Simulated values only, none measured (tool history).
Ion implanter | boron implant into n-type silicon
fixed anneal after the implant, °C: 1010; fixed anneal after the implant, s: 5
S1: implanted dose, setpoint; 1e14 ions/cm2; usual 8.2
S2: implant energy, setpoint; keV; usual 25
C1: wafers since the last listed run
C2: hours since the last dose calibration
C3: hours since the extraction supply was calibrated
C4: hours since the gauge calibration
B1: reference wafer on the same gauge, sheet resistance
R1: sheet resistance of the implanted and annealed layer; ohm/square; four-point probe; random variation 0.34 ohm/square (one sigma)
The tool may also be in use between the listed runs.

| run | hour | S1 | S2 | C1 | C2 | C3 | C4 | B1 | R1 |
|---|---|---|---|---|---|---|---|---|---|
| 1 | 0 | 8.2 | 25 | 0 | 1633.5 | 3134.9 | 463.6 | 121 | 139.72 |
| 2 | 11.8 | 7.24 | 25 | 106 | 1645.3 | 3146.7 | 475.4 | 120.99 | 155.79 |
| 3 | 26.6 | 8.2 | 25 | 133 | 1660.1 | 3161.5 | 490.2 | 121.01 | 140.4 |
| 4 | 40.3 | 8.2 | 25 | 123 | 1673.8 | 3175.2 | 503.9 | 121 | 139.82 |
| 5 | 49.3 | 8.2 | 25 | 80 | 1682.8 | 3184.2 | 512.9 | 121.05 | 139.63 |
| 6 | 61.9 | 6.92 | 31 | 113 | 1695.4 | 3196.8 | 525.5 | 120.97 | 158.56 |
| 7 | 72.6 | 6.92 | 31 | 96 | 1706.1 | 3207.5 | 536.2 | 121.03 | 159.63 |
| 8 | 81.3 | 8.2 | 22.5 | 78 | 1714.8 | 3216.2 | 544.9 | 121.01 | 141.53 |
| 9 | 92.7 | 7.12 | 25 | 102 | 1726.2 | 3227.6 | 556.3 | 121.07 | 158.03 |
|  | 107.4 | extraction supply calibrated |
| 10 | 124.9 | 7.12 | 25 | 217 | 1758.4 | 17.5 | 588.5 | 121.08 | 159.14 |
| 11 | 133.3 | 7.46 | 25 | 75 | 1766.8 | 25.9 | 596.9 | 121.04 | 152.45 |
| 12 | 140.7 | 7.46 | 25 | 66 | 1774.2 | 33.3 | 604.3 | 120.97 | 152.84 |
|  | 151.2 | Faraday cup replaced and dose calibrated |
| 13 | 158.1 | 8.2 | 25 | 84 | 6.9 | 50.7 | 621.7 | 120.95 | 134.61 |
| 14 | 171.9 | 8.2 | 25 | 124 | 20.7 | 64.5 | 635.5 | 120.98 | 134.7 |
| 15 | 179.8 | 8.2 | 25 | 71 | 28.6 | 72.4 | 643.4 | 121 | 134.05 |
| 16 | 192.8 | 8.2 | 25 | 116 | 41.6 | 85.4 | 656.4 | 120.98 | 134.9 |
|  | 198.2 | gauge calibrated |
| 17 | 206.7 | 5.91 | 17 | 125 | 55.5 | 99.3 | 8.5 | 120.94 | 183.17 |
| 18 | 219.9 | 8.2 | 25 | 118 | 68.7 | 112.5 | 21.7 | 121.01 | 134.65 |
| 19 | 233.1 | 5.91 | 31.5 | 118 | 81.9 | 125.7 | 34.9 | 121.03 | 174.15 |
| 20 | 239.2 | 8.2 | 25 | 54 | 88 | 131.8 | 41 | 121 | 134.64 |
| 21 | 249.9 | 6.49 | 19 | 96 | 98.7 | 142.5 | 51.7 | 121.08 | 169.2 |
| 22 | 267 | 8.9 | 21.5 | 153 | 115.8 | 159.6 | 68.8 | 120.97 | 127.72 |
| 23 | 282 | 6.33 | 16.5 | 134 | 130.8 | 174.6 | 83.8 | 121.02 | 174.76 |
| 24 | 295.1 | 8.2 | 19.5 | 117 | 143.9 | 187.7 | 96.9 | 121.06 | 137.87 |
| 25 | 312.1 | 8.2 | 25 | 152 | 160.9 | 204.7 | 113.9 | 120.99 | 134.03 |
| 26 | 324.9 | 8.2 | 18 | 115 | 173.7 | 217.5 | 126.7 | 120.91 | 138.83 |
| 27 | 336.8 | 6.99 | 33.5 | 107 | 185.6 | 229.4 | 138.6 | 121.01 | 150.85 |
| 28 | 350.9 | 6.26 | 22 | 126 | 199.7 | 243.5 | 152.7 | 120.95 | 172 |
| 29 | 364.1 | 8.2 | 25 | 118 | 212.9 | 256.7 | 165.9 | 120.96 | 134.19 |
| 30 | 375.8 | 10.61 | 30.5 | 105 | 224.6 | 268.4 | 177.6 | 121 | 107.93 |
| 31 | 384.4 | 6.36 | 17 | 77 | 233.2 | 277 | 186.2 | 121 | 174.07 |
| 32 | 396.8 | 8.2 | 25 | 111 | 245.6 | 289.4 | 198.6 | 120.97 | 135.71 |
| 33 | 413.4 | 9.76 | 18.5 | 149 | 262.2 | 306 | 215.2 | 120.97 | 120.91 |
| 34 | 421.7 | 9.15 | 31.5 | 74 | 270.5 | 314.3 | 223.5 | 120.94 | 121.44 |
| 35 | 433.8 | 10.49 | 19 | 108 | 282.6 | 326.4 | 235.6 | 121 | 113.8 |
| 36 | 448.5 | 6.22 | 31.5 | 132 | 297.3 | 341.1 | 250.3 | 120.97 | 167.55 |
| 37 | 465.4 | 9.28 | 30.5 | 152 | 314.2 | 358 | 267.2 | 120.97 | 120.57 |
| 38 | 478.6 | 5.86 | 31 | 118 | 327.4 | 371.2 | 280.4 | 120.96 | 176.58 |

Forecast each of these 3 alternatives for the next run:
| A | 479 | 8.2 | 16.5 | 3 | 327.8 | 371.6 | 280.8 | ? | ? |
| B | 479 | 10.35 | 25 | 3 | 327.8 | 371.6 | 280.8 | ? | ? |
| C | 479 | 9.14 | 25 | 3 | 327.8 | 371.6 | 280.8 | ? | ? |

| run | B1 | R1 |
|---|---|---|
| A | 120.95 | 140.98 |
| B | 120.95 | 111.63 |
| C | 120.95 | 123.63 |
Without the tool's hidden state the same runs would have given:
| run | R1 |
|---|---|
| A | 139.93 |
| B | 110.81 |
| C | 122.69 |

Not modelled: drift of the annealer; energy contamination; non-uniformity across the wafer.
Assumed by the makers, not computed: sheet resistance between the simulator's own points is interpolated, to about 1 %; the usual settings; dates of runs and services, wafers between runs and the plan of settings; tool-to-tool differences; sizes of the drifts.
